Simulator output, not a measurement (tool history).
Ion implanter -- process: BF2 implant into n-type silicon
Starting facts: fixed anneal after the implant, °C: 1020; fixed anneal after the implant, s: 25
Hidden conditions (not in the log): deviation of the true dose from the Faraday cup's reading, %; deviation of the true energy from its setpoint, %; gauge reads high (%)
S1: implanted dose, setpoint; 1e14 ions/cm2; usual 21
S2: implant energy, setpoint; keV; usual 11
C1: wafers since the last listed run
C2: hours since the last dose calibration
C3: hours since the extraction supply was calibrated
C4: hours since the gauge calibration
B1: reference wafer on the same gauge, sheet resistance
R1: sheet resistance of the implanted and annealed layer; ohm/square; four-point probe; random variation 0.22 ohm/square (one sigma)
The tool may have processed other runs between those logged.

| run | hour | S1 | S2 | C1 | C2 | C3 | C4 | B1 | R1 |
|---|---|---|---|---|---|---|---|---|---|
| 1 | 0 | 21 | 11 | 0 | 810.4 | 6983.1 | 135.7 | 136.08 | 143.71 |
| 2 | 40.2 | 21 | 11 | 539 | 850.6 | 7023.3 | 175.9 | 136.14 | 143.5 |
| 3 | 99.7 | 21 | 11 | 799 | 910.1 | 7082.8 | 235.4 | 136.19 | 143.78 |
| 4 | 166.5 | 21 | 11 | 897 | 976.9 | 7149.6 | 302.2 | 136.25 | 144.26 |
| 5 | 220.8 | 21 | 11 | 729 | 1031.2 | 7203.9 | 356.5 | 136.42 | 143.58 |
| 6 | 254.7 | 21 | 13 | 455 | 1065.1 | 7237.8 | 390.4 | 136.64 | 137.51 |
|  | 311.7 | extraction supply calibrated |
| 7 | 312.2 | 21 | 13 | 664 | 1122.6 | 0.5 | 447.9 | 136.7 | 138.21 |
|  | 355.9 | Faraday cup replaced and dose calibrated |
| 8 | 376.4 | 19.05 | 9.5 | 754 | 20.5 | 64.7 | 512.1 | 136.84 | 150.5 |
| 9 | 443.7 | 23.7 | 11 | 903 | 87.8 | 132 | 579.4 | 137.13 | 144.31 |
| 10 | 499.6 | 21 | 11 | 750 | 143.7 | 187.9 | 635.3 | 137.37 | 145.04 |
| 11 | 536.3 | 15.43 | 11 | 492 | 180.4 | 224.6 | 672 | 137.51 | 148.44 |
| 12 | 565.4 | 21 | 11 | 390 | 209.5 | 253.7 | 701.1 | 137.63 | 145.54 |
| 13 | 624.9 | 16.39 | 13.5 | 799 | 269 | 313.2 | 760.6 | 137.98 | 140.57 |
| 14 | 664.7 | 22.73 | 10 | 534 | 308.8 | 353 | 800.4 | 138.06 | 149.6 |
| 15 | 702.1 | 21 | 11 | 502 | 346.2 | 390.4 | 837.8 | 138.37 | 146.42 |
|  | 735 | gauge calibrated |
| 16 | 763.7 | 14.96 | 7 | 827 | 407.8 | 452 | 28.7 | 135.94 | 162.83 |
| 17 | 800.4 | 26.76 | 12 | 492 | 444.5 | 488.7 | 65.4 | 135.89 | 139.86 |
| 18 | 855.8 | 21 | 8 | 744 | 499.9 | 544.1 | 120.8 | 135.98 | 154.93 |
| 19 | 919.5 | 16.91 | 14.5 | 855 | 563.6 | 607.8 | 184.5 | 135.99 | 135.12 |

Below are 5 alternative next runs, each starting from the tool's condition after run 19. Predict each:
| A | 919.9 | 18.43 | 11 | 5 | 564 | 608.2 | 184.9 | ? | ? |
| B | 919.9 | 21 | 13.5 | 5 | 564 | 608.2 | 184.9 | ? | ? |
| C | 919.9 | 26.13 | 10 | 5 | 564 | 608.2 | 184.9 | ? | ? |
| D | 919.9 | 17.86 | 9 | 5 | 564 | 608.2 | 184.9 | ? | ? |
| E | 919.9 | 24.82 | 8 | 5 | 564 | 608.2 | 184.9 | ? | ? |

| run | B1 | R1 |
|---|---|---|
| A | 136.06 | 144.6 |
| B | 136.06 | 135.89 |
| C | 136.06 | 147.13 |
| D | 136.06 | 151.88 |
| E | 136.06 | 155.43 |
Had the tool no hidden state, the same runs would have come out as:
| run | R1 |
|---|---|
| A | 144.59 |
| B | 135.87 |
| C | 147.11 |
| D | 151.87 |
| E | 155.42 |
